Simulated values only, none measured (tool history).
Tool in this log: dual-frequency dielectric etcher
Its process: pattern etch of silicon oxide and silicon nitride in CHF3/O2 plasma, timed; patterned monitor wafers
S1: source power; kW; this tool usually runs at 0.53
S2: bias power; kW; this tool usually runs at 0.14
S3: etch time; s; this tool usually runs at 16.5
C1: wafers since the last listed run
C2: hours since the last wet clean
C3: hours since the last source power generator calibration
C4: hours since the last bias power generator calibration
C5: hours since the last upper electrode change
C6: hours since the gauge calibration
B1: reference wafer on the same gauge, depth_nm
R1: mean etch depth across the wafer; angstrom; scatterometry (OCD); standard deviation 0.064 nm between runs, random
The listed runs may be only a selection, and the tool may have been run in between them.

run 1 hour=0 | S1=0.53 S2=0.14 S3=16.5 | C1=0 C2=341.5 C3=5015.5 C4=2647.8 C5=4026 C6=144.8 | B1=22.22 | R1=221.6
run 2 hour=10 | S1=0.53 S2=0.14 S3=16.5 | C1=219 C2=351.5 C3=5025.5 C4=2657.8 C5=4036 C6=154.8 | B1=22.2 | R1=220.8
run 3 hour=17.4 | S1=0.53 S2=0.14 S3=16.5 | C1=162 C2=358.9 C3=5032.9 C4=2665.2 C5=4043.4 C6=162.2 | B1=22.2 | R1=221.7
run 4 hour=29.6 | S1=0.63 S2=0.14 S3=16.5 | C1=267 C2=371.1 C3=5045.1 C4=2677.4 C5=4055.6 C6=174.4 | B1=22.17 | R1=238.8
run 5 hour=43.2 | S1=0.49 S2=0.14 S3=16.5 | C1=298 C2=384.7 C3=5058.7 C4=2691 C5=4069.2 C6=188 | B1=22.21 | R1=213.9
-- hour=53 bias power generator calibrated
run 6 hour=53.5 | S1=0.53 S2=0.14 S3=16.5 | C1=138 C2=395 C3=5069 C4=0.5 C5=4079.5 C6=198.3 | B1=22.17 | R1=220.2
run 7 hour=62.5 | S1=0.53 S2=0.14 S3=16.5 | C1=197 C2=404 C3=5078 C4=9.5 C5=4088.5 C6=207.3 | B1=22.23 | R1=220.6
-- hour=69.5 source power generator calibrated
run 8 hour=76.7 | S1=0.53 S2=0.14 S3=16.5 | C1=223 C2=418.2 C3=7.2 C4=23.7 C5=4102.7 C6=221.5 | B1=22.2 | R1=221
run 9 hour=87.4 | S1=0.53 S2=0.14 S3=16.5 | C1=234 C2=428.9 C3=17.9 C4=34.4 C5=4113.4 C6=232.2 | B1=22.18 | R1=220.8
run 10 hour=99.8 | S1=0.53 S2=0.14 S3=16.5 | C1=272 C2=441.3 C3=30.3 C4=46.8 C5=4125.8 C6=244.6 | B1=22.18 | R1=219.1
run 11 hour=106.6 | S1=0.53 S2=0.14 S3=16.5 | C1=149 C2=448.1 C3=37.1 C4=53.6 C5=4132.6 C6=251.4 | B1=22.21 | R1=220.3
-- hour=134.7 wet clean of the chamber
run 12 hour=135.2 | S1=0.47 S2=0.14 S3=16.5 | C1=100 C2=0.5 C3=65.7 C4=82.2 C5=4161.2 C6=280 | B1=22.2 | R1=214.6
run 13 hour=135.5 | S1=0.46 S2=0.14 S3=16.5 | C1=6 C2=0.8 C3=66 C4=82.5 C5=4161.5 C6=280.3 | B1=22.18 | R1=213.4
run 14 hour=137.7 | S1=0.53 S2=0.169 S3=15 | C1=48 C2=3 C3=68.2 C4=84.7 C5=4163.7 C6=282.5 | B1=22.2 | R1=216.1
run 15 hour=147.8 | S1=0.59 S2=0.119 S3=16.5 | C1=221 C2=13.1 C3=78.3 C4=94.8 C5=4173.8 C6=292.6 | B1=22.23 | R1=230.3
run 16 hour=160.4 | S1=0.58 S2=0.164 S3=16.5 | C1=276 C2=25.7 C3=90.9 C4=107.4 C5=4186.4 C6=305.2 | B1=22.2 | R1=244.1
run 17 hour=170.3 | S1=0.6 S2=0.113 S3=12.5 | C1=217 C2=35.6 C3=100.8 C4=117.3 C5=4196.3 C6=315.1 | B1=22.17 | R1=172.9
run 18 hour=179.3 | S1=0.53 S2=0.14 S3=19.5 | C1=197 C2=44.6 C3=109.8 C4=126.3 C5=4205.3 C6=324.1 | B1=22.23 | R1=267.1
run 19 hour=189.8 | S1=0.47 S2=0.105 S3=20.5 | C1=230 C2=55.1 C3=120.3 C4=136.8 C5=4215.8 C6=334.6 | B1=22.21 | R1=249.6
-- hour=233.4 gauge calibrated
-- hour=235.1 upper electrode replaced
run 20 hour=235.6 | S1=0.47 S2=0.131 S3=19.5 | C1=478 C2=100.9 C3=166.1 C4=182.6 C5=0.5 C6=2.2 | B1=22.18 | R1=248.9
run 21 hour=237.6 | S1=0.53 S2=0.14 S3=16.5 | C1=43 C2=102.9 C3=168.1 C4=184.6 C5=2.5 C6=4.2 | B1=22.22 | R1=226.7
run 22 hour=250.9 | S1=0.53 S2=0.125 S3=16.5 | C1=291 C2=116.2 C3=181.4 C4=197.9 C5=15.8 C6=17.5 | B1=22.19 | R1=219.5
run 23 hour=264.4 | S1=0.53 S2=0.14 S3=13 | C1=296 C2=129.7 C3=194.9 C4=211.4 C5=29.3 C6=31 | B1=22.23 | R1=177.6
run 24 hour=275.3 | S1=0.61 S2=0.161 S3=18.5 | C1=239 C2=140.6 C3=205.8 C4=222.3 C5=40.2 C6=41.9 | B1=22.21 | R1=278.2
run 25 hour=290 | S1=0.53 S2=0.14 S3=16.5 | C1=322 C2=155.3 C3=220.5 C4=237 C5=54.9 C6=56.6 | B1=22.2 | R1=224.9
run 26 hour=339.2 | S1=0.46 S2=0.164 S3=12 | C1=1079 C2=204.5 C3=269.7 C4=286.2 C5=104.1 C6=105.8 | B1=22.17 | R1=159.5
run 27 hour=345.3 | S1=0.53 S2=0.14 S3=12 | C1=133 C2=210.6 C3=275.8 C4=292.3 C5=110.2 C6=111.9 | B1=22.2 | R1=162.8
run 28 hour=361.8 | S1=0.5 S2=0.156 S3=16.5 | C1=362 C2=227.1 C3=292.3 C4=308.8 C5=126.7 C6=128.4 | B1=22.18 | R1=224.8
run 29 hour=368.9 | S1=0.62 S2=0.126 S3=12.5 | C1=155 C2=234.2 C3=299.4 C4=315.9 C5=133.8 C6=135.5 | B1=22.2 | R1=177.9

Each row is a separate what-if for the run after 29, all from the same tool condition, not one after another. Results?
run A hour=369.3 | S1=0.53 S2=0.14 S3=16.5 | C1=8 C2=234.6 C3=299.8 C4=316.3 C5=134.2 C6=135.9 | B1=? | R1=?
run B hour=369.3 | S1=0.6 S2=0.111 S3=21.5 | C1=8 C2=234.6 C3=299.8 C4=316.3 C5=134.2 C6=135.9 | B1=? | R1=?
run C hour=369.3 | S1=0.45 S2=0.14 S3=12 | C1=8 C2=234.6 C3=299.8 C4=316.3 C5=134.2 C6=135.9 | B1=? | R1=?
run D hour=369.3 | S1=0.53 S2=0.112 S3=16.5 | C1=8 C2=234.6 C3=299.8 C4=316.3 C5=134.2 C6=135.9 | B1=? | R1=?
run E hour=369.3 | S1=0.48 S2=0.107 S3=18.5 | C1=8 C2=234.6 C3=299.8 C4=316.3 C5=134.2 C6=135.9 | B1=? | R1=?

run=A B1=22.22 R1=223.9
run=B B1=22.22 R1=291.9
run=C B1=22.22 R1=151.2
run=D B1=22.22 R1=212.3
run=E B1=22.22 R1=225.2
Stripped of hidden state, with their random variation kept, the same runs would have yielded:
run=A R1=226.5
run=B R1=295.4
run=C R1=153
run=D R1=214.8
run=E R1=227.8
